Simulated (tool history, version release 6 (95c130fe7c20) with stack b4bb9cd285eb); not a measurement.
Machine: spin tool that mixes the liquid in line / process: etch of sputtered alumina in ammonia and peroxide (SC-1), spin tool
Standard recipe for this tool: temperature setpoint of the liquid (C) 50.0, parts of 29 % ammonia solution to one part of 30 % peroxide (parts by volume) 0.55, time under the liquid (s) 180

run,hour,temperature setpoint of the liquid (C),parts of 29 % ammonia solution to one part of 30 % peroxide (parts by volume),time under the liquid (s),wafers since the last listed run,hours since the thermometer was replaced,hours since the ammonia flow meter was replaced,hours since the heated supply line was repaired,hours since the drum of ammonia solution was connected,hours since the gauge calibration,"read-back film thickness of the sputtered alumina reference wafer, read on the same gauge (nm)",thickness taken off the sputtered alumina on a monitor wafer (angstrom)
1,0.0,50.0,0.55,180,0,1753.1,140.2,2091.0,321.3,918.2,140.00,94.4
2,53.0,50.0,0.55,180,287,1806.1,193.2,2144.0,374.3,971.2,139.97,91.3
# hour 75.9: gauge calibrated
3,144.6,50.0,0.55,180,497,1897.7,284.8,2235.6,465.9,68.7,140.01,90.4
4,235.8,50.0,0.35,260,494,1988.9,376.0,2326.8,557.1,159.9,139.97,126.2
5,290.0,50.0,0.55,180,294,2043.1,430.2,2381.0,611.3,214.1,139.98,90.9
# hour 317.2: new drum of ammonia solution connected
6,357.6,50.0,0.55,180,361,2110.7,497.8,2448.6,40.4,281.7,140.00,90.5
7,425.7,50.0,0.55,180,369,2178.8,565.9,2516.7,108.5,349.8,139.97,92.1
8,606.3,50.0,0.55,180,979,2359.4,746.5,2697.3,289.1,530.4,139.99,87.3
# hour 651.7: thermometer replaced
9,673.9,50.0,0.55,180,361,22.2,814.1,2764.9,356.7,598.0,139.98,89.7
10,739.2,50.0,0.55,180,354,87.5,879.4,2830.2,422.0,663.3,139.97,89.7
11,822.2,50.0,0.55,180,450,170.5,962.4,2913.2,505.0,746.3,140.00,88.5
12,862.1,50.0,0.45,270,216,210.4,1002.3,2953.1,544.9,786.2,139.97,128.4
# hour 930.4: ammonia flow meter replaced
13,963.0,43.5,0.55,215,542,311.3,32.6,3054.0,645.8,887.1,140.00,70.9

Forecast run 14:
14,1062.8,59.5,0.30,85,541,411.1,132.4,3153.8,745.6,986.9,?,?

{"run 14": {"read-back film thickness of the sputtered alumina reference wafer, read on the same gauge (nm)": 139.98, "thickness taken off the sputtered alumina on a monitor wafer (angstrom)": 64.4}}
If the tool had no hidden condition, the same run with the same run-to-run variation would have returned thickness taken off the sputtered alumina on a monitor wafer (angstrom) 77.1.

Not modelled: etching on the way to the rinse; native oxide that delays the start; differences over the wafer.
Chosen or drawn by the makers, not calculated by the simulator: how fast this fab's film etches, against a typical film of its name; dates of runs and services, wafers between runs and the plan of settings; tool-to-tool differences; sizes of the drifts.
